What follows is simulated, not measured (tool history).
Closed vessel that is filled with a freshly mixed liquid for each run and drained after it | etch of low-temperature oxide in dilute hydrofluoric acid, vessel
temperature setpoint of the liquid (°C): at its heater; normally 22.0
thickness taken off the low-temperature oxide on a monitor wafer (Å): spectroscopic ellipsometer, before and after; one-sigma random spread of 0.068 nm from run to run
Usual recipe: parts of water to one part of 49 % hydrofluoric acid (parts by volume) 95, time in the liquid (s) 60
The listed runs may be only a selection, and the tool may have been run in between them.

run,day,temperature setpoint of the liquid (°C),parts of water to one part of 49 % hydrofluoric acid (parts by volume),time in the liquid (s),wafers since the last listed run,hours since the thermometer was replaced,hours since the hydrofluoric acid flow meter was replaced,hours since the gauge calibration,"read-back film thickness of the low-temperature oxide reference wafer, read on the same gauge (nm)",thickness taken off the low-temperature oxide on a monitor wafer (Å)
1,0.000,22.0,95,60,0,889.4,570.1,2934.3,49.96,176.4
# day 2.983: thermometer replaced
2,3.862,22.0,95,60,11302,21.1,662.8,3027.0,50.03,169.5
3,6.362,22.0,95,60,7395,81.1,722.8,3087.0,50.01,169.4
4,7.992,22.0,95,40,4819,120.2,761.9,3126.1,49.96,113.3
5,10.267,22.0,95,40,6729,174.8,816.5,3180.7,49.95,113.3
6,12.321,22.0,95,60,6076,224.1,865.8,3230.0,50.00,169.2
# day 13.675: hydrofluoric acid flow meter replaced
7,15.279,22.0,95,60,8628,295.1,38.5,3301.0,50.04,171.0
8,17.575,22.0,95,60,6791,350.2,93.6,3356.1,50.04,171.7
9,20.417,22.0,95,60,8406,418.4,161.8,3424.3,50.07,171.6
10,23.179,25.5,130,30,8172,484.7,228.1,3490.6,49.97,68.6
11,25.421,22.0,95,60,6631,538.5,281.9,3544.4,49.97,171.0
12,27.517,17.0,80,60,6199,588.8,332.2,3594.7,50.03,170.5
13,29.358,20.5,95,60,5448,633.0,376.4,3638.9,50.03,162.4
14,38.067,22.0,95,60,25761,842.0,585.4,3847.9,49.99,175.3
15,40.304,22.0,95,60,6619,895.7,639.1,3901.6,50.00,176.1
# day 42.096: gauge calibrated
16,43.333,17.5,95,30,8960,968.4,711.8,29.7,49.99,73.4
# day 43.517: thermometer replaced
17,47.321,22.0,105,60,11672,91.3,807.5,125.4,50.04,151.1
# day 51.046: hydrofluoric acid flow meter replaced
18,51.067,22.0,95,75,10957,181.2,0.5,215.3,49.94,210.8
19,54.629,18.0,95,60,10538,266.7,86.0,300.8,50.02,143.2
20,59.042,25.0,50,85,13053,372.6,191.9,406.7,50.02,546.4
21,61.900,22.0,110,30,8455,441.2,260.5,475.3,49.93,73.0
22,63.725,17.0,55,90,5398,485.0,304.3,519.1,50.00,376.4
23,69.504,20.5,95,85,17096,623.7,443.0,657.8,49.96,228.8
24,72.812,24.0,140,30,9786,703.1,522.4,737.2,49.96,60.2
25,76.867,22.0,70,30,11993,800.4,619.7,834.5,50.00,121.3
26,80.933,23.5,120,30,12030,898.0,717.3,932.1,50.02,70.9
27,83.238,20.5,55,30,6816,953.3,772.6,987.4,50.03,148.8
28,87.692,19.5,65,60,13176,1060.2,879.5,1094.3,50.01,240.2
# day 89.362: thermometer replaced
29,89.479,22.0,110,40,5164,2.8,922.4,1137.2,49.97,93.9
# day 90.900: hydrofluoric acid flow meter replaced
30,91.012,20.5,95,85,4412,39.6,2.7,1174.0,49.99,223.5
31,95.100,19.0,95,85,12091,137.7,100.8,1272.1,49.99,210.2
32,97.717,18.0,55,60,7740,200.5,163.6,1334.9,50.04,258.2

Describe how what the log doesn't record of the tool's condition differs between the last listed run preceding each entry between runs and the first listed run following it.
Logged between run 1 and run 2: thermometer replaced (day 2.983)
  liquid hotter than its thermometer reads (K): 1.11 -> 0.249
  measured minus no-state result, thickness taken off the low-temperature oxide on a monitor wafer (Å): +7.7 -> +1.7
Logged between run 6 and run 7: hydrofluoric acid flow meter replaced (day 13.675)
  liquid hotter than its thermometer reads (K): 0.476 -> 0.556
  measured minus no-state result, thickness taken off the low-temperature oxide on a monitor wafer (Å): +3.3 -> +3.8
Logged between run 15 and run 16: gauge calibrated (day 42.096)
  liquid hotter than its thermometer reads (K): 1.23 -> 1.31
  measured minus no-state result, thickness taken off the low-temperature oxide on a monitor wafer (Å): +8.5 -> +3.9
Logged between run 16 and run 17: thermometer replaced (day 43.517)
  liquid hotter than its thermometer reads (K): 1.31 -> 0.19
  measured minus no-state result, thickness taken off the low-temperature oxide on a monitor wafer (Å): +3.9 -> +1.1
Logged between run 17 and run 18: hydrofluoric acid flow meter replaced (day 51.046)
  liquid hotter than its thermometer reads (K): 0.19 -> 0.291
  measured minus no-state result, thickness taken off the low-temperature oxide on a monitor wafer (Å): +1.1 -> +2.5
Logged between run 28 and run 29: thermometer replaced (day 89.362)
  liquid hotter than its thermometer reads (K): 1.28 -> 0.0309
  measured minus no-state result, thickness taken off the low-temperature oxide on a monitor wafer (Å): +12.6 -> +0.1
Logged between run 29 and run 30: hydrofluoric acid flow meter replaced (day 90.900)
  liquid hotter than its thermometer reads (K): 0.0309 -> 0.0722
  measured minus no-state result, thickness taken off the low-temperature oxide on a monitor wafer (Å): +0.1 -> +0.6
